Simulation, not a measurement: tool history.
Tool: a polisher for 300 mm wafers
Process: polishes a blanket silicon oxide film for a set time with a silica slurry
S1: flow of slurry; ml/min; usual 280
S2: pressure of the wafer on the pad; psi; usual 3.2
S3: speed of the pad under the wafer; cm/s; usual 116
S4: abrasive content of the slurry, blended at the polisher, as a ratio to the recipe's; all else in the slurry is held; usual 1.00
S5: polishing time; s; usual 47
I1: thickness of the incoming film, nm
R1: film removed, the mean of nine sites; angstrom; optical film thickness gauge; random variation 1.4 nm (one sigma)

run 1 hour=0.0 | S1=280 S2=3.2 S3=148 S4=1.00 S5=47 | I1=1275.8 | R1=1415
-- hour=1.3 conditioning disc replaced and pad reconditioned
run 2 hour=42.0 | S1=280 S2=3.2 S3=116 S4=0.80 S5=47 | I1=1275.4 | R1=1198
-- hour=49.8 slurry nozzle cleaned
-- hour=88.0 slurry blender recalibrated
run 3 hour=93.4 | S1=280 S2=3.2 S3=116 S4=0.80 S5=47 | I1=1247.9 | R1=1149
-- hour=106.1 worn pad replaced by a new one
run 4 hour=123.7 | S1=280 S2=3.2 S3=116 S4=1.00 S5=47 | I1=1294.4 | R1=1241
-- hour=132.4 head pressure recalibrated
-- hour=189.7 conditioning disc replaced and pad reconditioned
run 5 hour=239.4 | S1=280 S2=3.2 S3=116 S4=1.00 S5=47 | I1=1260.6 | R1=1318
run 6 hour=283.6 | S1=280 S2=3.2 S3=116 S4=1.00 S5=47 | I1=1258.7 | R1=1265
-- hour=298.3 worn pad replaced by a new one
run 7 hour=331.1 | S1=280 S2=3.2 S3=116 S4=1.00 S5=54 | I1=1274.8 | R1=1407
run 8 hour=368.8 | S1=280 S2=3.2 S3=116 S4=1.00 S5=54 | I1=1274.9 | R1=1355
-- hour=383.2 conditioning disc replaced and pad reconditioned
run 9 hour=403.5 | S1=280 S2=3.2 S3=116 S4=1.00 S5=54 | I1=1296.3 | R1=1491
run 10 hour=430.8 | S1=305 S2=2.3 S3=116 S4=1.00 S5=47 | I1=1276.3 | R1=978
-- hour=442.7 worn pad replaced by a new one
run 11 hour=485.5 | S1=280 S2=3.2 S3=78 S4=1.10 S5=47 | I1=1275.8 | R1=906
-- hour=495.5 slurry blender recalibrated
-- hour=533.6 slurry nozzle cleaned
-- hour=541.0 conditioning disc replaced and pad reconditioned
run 12 hour=548.5 | S1=280 S2=2.3 S3=142 S4=1.30 S5=56 | I1=1269.2 | R1=1457
run 13 hour=580.6 | S1=280 S2=4.1 S3=140 S4=0.80 S5=61 | I1=1277.5 | R1=2034
-- hour=590.0 head pressure recalibrated
-- hour=598.7 worn pad replaced by a new one
run 14 hour=630.3 | S1=280 S2=3.2 S3=116 S4=1.00 S5=47 | I1=1253.6 | R1=1348
run 15 hour=654.6 | S1=360 S2=3.9 S3=116 S4=0.85 S5=47 | I1=1246.7 | R1=1431
run 16 hour=688.0 | S1=280 S2=3.2 S3=116 S4=1.00 S5=47 | I1=1261.9 | R1=1249
-- hour=722.5 conditioning disc replaced and pad reconditioned
run 17 hour=726.9 | S1=280 S2=3.2 S3=116 S4=1.00 S5=47 | I1=1288.6 | R1=1405
-- hour=757.9 worn pad replaced by a new one
run 18 hour=793.3 | S1=360 S2=4.0 S3=136 S4=0.75 S5=47 | I1=1277.8 | R1=1656
run 19 hour=841.9 | S1=280 S2=3.9 S3=148 S4=1.00 S5=47 | I1=1279.3 | R1=1759

5 ways to go on from here, each from the tool as it stands after run 19. What would each give?
run A hour=842.3 | S1=280 S2=3.2 S3=116 S4=1.00 S5=47 | I1=1278.4 | R1=?
run B hour=842.3 | S1=280 S2=3.2 S3=116 S4=1.00 S5=59 | I1=1278.4 | R1=?
run C hour=842.3 | S1=280 S2=2.3 S3=92 S4=1.00 S5=47 | I1=1278.4 | R1=?
run D hour=842.3 | S1=280 S2=2.5 S3=146 S4=1.00 S5=47 | I1=1278.4 | R1=?
run E hour=842.3 | S1=280 S2=3.2 S3=154 S4=1.00 S5=35 | I1=1278.4 | R1=?

run=A R1=1255
run=B R1=1575
run=C R1=818
run=D R1=1227
run=E R1=1146
Without the tool's hidden state the same runs would have given:
run=A R1=1434
run=B R1=1800
run=C R1=908
run=D R1=1405
run=E R1=1339
